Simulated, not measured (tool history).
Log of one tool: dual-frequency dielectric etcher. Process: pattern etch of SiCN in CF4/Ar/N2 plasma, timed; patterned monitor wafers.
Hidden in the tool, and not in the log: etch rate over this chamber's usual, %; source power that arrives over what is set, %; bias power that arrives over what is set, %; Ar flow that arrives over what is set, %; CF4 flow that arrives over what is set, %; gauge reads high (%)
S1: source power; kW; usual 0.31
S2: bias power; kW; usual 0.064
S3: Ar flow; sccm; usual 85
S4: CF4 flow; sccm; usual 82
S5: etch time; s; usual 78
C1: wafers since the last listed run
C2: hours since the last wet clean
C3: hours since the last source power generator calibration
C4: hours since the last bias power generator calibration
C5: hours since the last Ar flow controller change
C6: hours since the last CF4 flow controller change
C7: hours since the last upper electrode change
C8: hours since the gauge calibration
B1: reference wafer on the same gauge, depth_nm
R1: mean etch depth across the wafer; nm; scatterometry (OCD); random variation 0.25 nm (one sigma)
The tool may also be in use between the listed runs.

{"run": 1, "hour": 0.0, "S1": 0.31, "S2": 0.064, "S3": 85, "S4": 82, "S5": 78, "C1": 0, "C2": 320.1, "C3": 1677.5, "C4": 4218.5, "C5": 13.6, "C6": 1379.4, "C7": 2295.2, "C8": 1566.3, "B1": 43.82, "R1": 51.03}
{"hour": 2.1, "done": "gauge calibrated"}
{"hour": 49.1, "done": "wet clean of the chamber"}
{"run": 2, "hour": 63.2, "S1": 0.31, "S2": 0.064, "S3": 85, "S4": 82, "S5": 78, "C1": 593, "C2": 14.1, "C3": 1740.7, "C4": 4281.7, "C5": 76.8, "C6": 1442.6, "C7": 2358.4, "C8": 61.1, "B1": 43.78, "R1": 51.72}
{"run": 3, "hour": 135.1, "S1": 0.31, "S2": 0.064, "S3": 85, "S4": 82, "S5": 78, "C1": 1087, "C2": 86, "C3": 1812.6, "C4": 4353.6, "C5": 148.7, "C6": 1514.5, "C7": 2430.3, "C8": 133, "B1": 43.77, "R1": 51.31}
{"run": 4, "hour": 198.7, "S1": 0.31, "S2": 0.064, "S3": 80, "S4": 82, "S5": 78, "C1": 962, "C2": 149.6, "C3": 1876.2, "C4": 4417.2, "C5": 212.3, "C6": 1578.1, "C7": 2493.9, "C8": 196.6, "B1": 43.83, "R1": 52}
{"run": 5, "hour": 236.0, "S1": 0.31, "S2": 0.064, "S3": 85, "S4": 93, "S5": 64.5, "C1": 564, "C2": 186.9, "C3": 1913.5, "C4": 4454.5, "C5": 249.6, "C6": 1615.4, "C7": 2531.2, "C8": 233.9, "B1": 43.78, "R1": 43.17}
{"hour": 259.7, "done": "source power generator calibrated"}
{"run": 6, "hour": 307.2, "S1": 0.31, "S2": 0.064, "S3": 85, "S4": 82, "S5": 78, "C1": 1016, "C2": 258.1, "C3": 47.5, "C4": 4525.7, "C5": 320.8, "C6": 1686.6, "C7": 2602.4, "C8": 305.1, "B1": 43.8, "R1": 50.49}
{"run": 7, "hour": 366.3, "S1": 0.31, "S2": 0.054, "S3": 85, "S4": 82, "S5": 78, "C1": 894, "C2": 317.2, "C3": 106.6, "C4": 4584.8, "C5": 379.9, "C6": 1745.7, "C7": 2661.5, "C8": 364.2, "B1": 43.76, "R1": 46.85}
{"hour": 415.6, "done": "wet clean of the chamber"}
{"hour": 428.6, "done": "upper electrode replaced"}
{"run": 8, "hour": 429.1, "S1": 0.31, "S2": 0.054, "S3": 85, "S4": 82, "S5": 78, "C1": 390, "C2": 13.5, "C3": 169.4, "C4": 4647.6, "C5": 442.7, "C6": 1808.5, "C7": 0.5, "C8": 427, "B1": 43.79, "R1": 46.74}
{"run": 9, "hour": 429.5, "S1": 0.38, "S2": 0.064, "S3": 85, "S4": 65, "S5": 55, "C1": 6, "C2": 13.9, "C3": 169.8, "C4": 4648, "C5": 443.1, "C6": 1808.9, "C7": 0.9, "C8": 427.4, "B1": 43.78, "R1": 39.11}
{"hour": 462.5, "done": "bias power generator calibrated"}
{"run": 10, "hour": 471.5, "S1": 0.37, "S2": 0.079, "S3": 85, "S4": 82, "S5": 61.5, "C1": 574, "C2": 55.9, "C3": 211.8, "C4": 9, "C5": 485.1, "C6": 1850.9, "C7": 42.9, "C8": 469.4, "B1": 43.81, "R1": 49.1}
{"run": 11, "hour": 508.9, "S1": 0.31, "S2": 0.064, "S3": 85, "S4": 94, "S5": 78, "C1": 565, "C2": 93.3, "C3": 249.2, "C4": 46.4, "C5": 522.5, "C6": 1888.3, "C7": 80.3, "C8": 506.8, "B1": 43.8, "R1": 50.98}
{"run": 12, "hour": 561.8, "S1": 0.31, "S2": 0.064, "S3": 85, "S4": 82, "S5": 67, "C1": 800, "C2": 146.2, "C3": 302.1, "C4": 99.3, "C5": 575.4, "C6": 1941.2, "C7": 133.2, "C8": 559.7, "B1": 43.82, "R1": 43.46}
{"run": 13, "hour": 624.3, "S1": 0.31, "S2": 0.079, "S3": 85, "S4": 82, "S5": 78, "C1": 945, "C2": 208.7, "C3": 364.6, "C4": 161.8, "C5": 637.9, "C6": 2003.7, "C7": 195.7, "C8": 622.2, "B1": 43.77, "R1": 54.69}
{"hour": 640.9, "done": "CF4 flow controller replaced"}
{"run": 14, "hour": 663.5, "S1": 0.31, "S2": 0.064, "S3": 85, "S4": 82, "S5": 78, "C1": 502, "C2": 247.9, "C3": 403.8, "C4": 201, "C5": 677.1, "C6": 22.6, "C7": 234.9, "C8": 661.4, "B1": 43.77, "R1": 50.35}
{"run": 15, "hour": 713.5, "S1": 0.31, "S2": 0.064, "S3": 85, "S4": 65, "S5": 78, "C1": 756, "C2": 297.9, "C3": 453.8, "C4": 251, "C5": 727.1, "C6": 72.6, "C7": 284.9, "C8": 711.4, "B1": 43.78, "R1": 48.36}
{"run": 16, "hour": 763.1, "S1": 0.31, "S2": 0.057, "S3": 91, "S4": 82, "S5": 78, "C1": 750, "C2": 347.5, "C3": 503.4, "C4": 300.6, "C5": 776.7, "C6": 122.2, "C7": 334.5, "C8": 761, "B1": 43.81, "R1": 47.39}
{"hour": 840.3, "done": "wet clean of the chamber"}
{"run": 17, "hour": 840.8, "S1": 0.31, "S2": 0.064, "S3": 85, "S4": 82, "S5": 93, "C1": 812, "C2": 0.5, "C3": 581.1, "C4": 378.3, "C5": 854.4, "C6": 199.9, "C7": 412.2, "C8": 838.7, "B1": 43.8, "R1": 60}
{"run": 18, "hour": 872.6, "S1": 0.34, "S2": 0.079, "S3": 95, "S4": 65, "S5": 78, "C1": 481, "C2": 32.3, "C3": 612.9, "C4": 410.1, "C5": 886.2, "C6": 231.7, "C7": 444, "C8": 870.5, "B1": 43.76, "R1": 55.55}
{"run": 19, "hour": 913.0, "S1": 0.35, "S2": 0.064, "S3": 85, "S4": 100, "S5": 78, "C1": 611, "C2": 72.7, "C3": 653.3, "C4": 450.5, "C5": 926.6, "C6": 272.1, "C7": 484.4, "C8": 910.9, "B1": 43.78, "R1": 56.66}
{"run": 20, "hour": 959.7, "S1": 0.31, "S2": 0.064, "S3": 85, "S4": 82, "S5": 78, "C1": 706, "C2": 119.4, "C3": 700, "C4": 497.2, "C5": 973.3, "C6": 318.8, "C7": 531.1, "C8": 957.6, "B1": 43.81, "R1": 50.15}
{"run": 21, "hour": 1003.1, "S1": 0.31, "S2": 0.064, "S3": 91, "S4": 82, "S5": 78, "C1": 656, "C2": 162.8, "C3": 743.4, "C4": 540.6, "C5": 1016.7, "C6": 362.2, "C7": 574.5, "C8": 1001, "B1": 43.79, "R1": 49.91}

The same runs without the tool's hidden state, with the same run-to-run variation:
run=1 R1=49.75
run=2 R1=50.36
run=3 R1=49.91
run=4 R1=50.53
run=5 R1=41.92
run=6 R1=50.44
run=7 R1=46.75
run=8 R1=46.59
run=9 R1=38.99
run=10 R1=48.91
run=11 R1=50.75
run=12 R1=43.23
run=13 R1=54.34
run=14 R1=50
run=15 R1=47.99
run=16 R1=46.98
run=17 R1=59.41
run=18 R1=54.98
run=19 R1=56.03
run=20 R1=49.56
run=21 R1=49.29
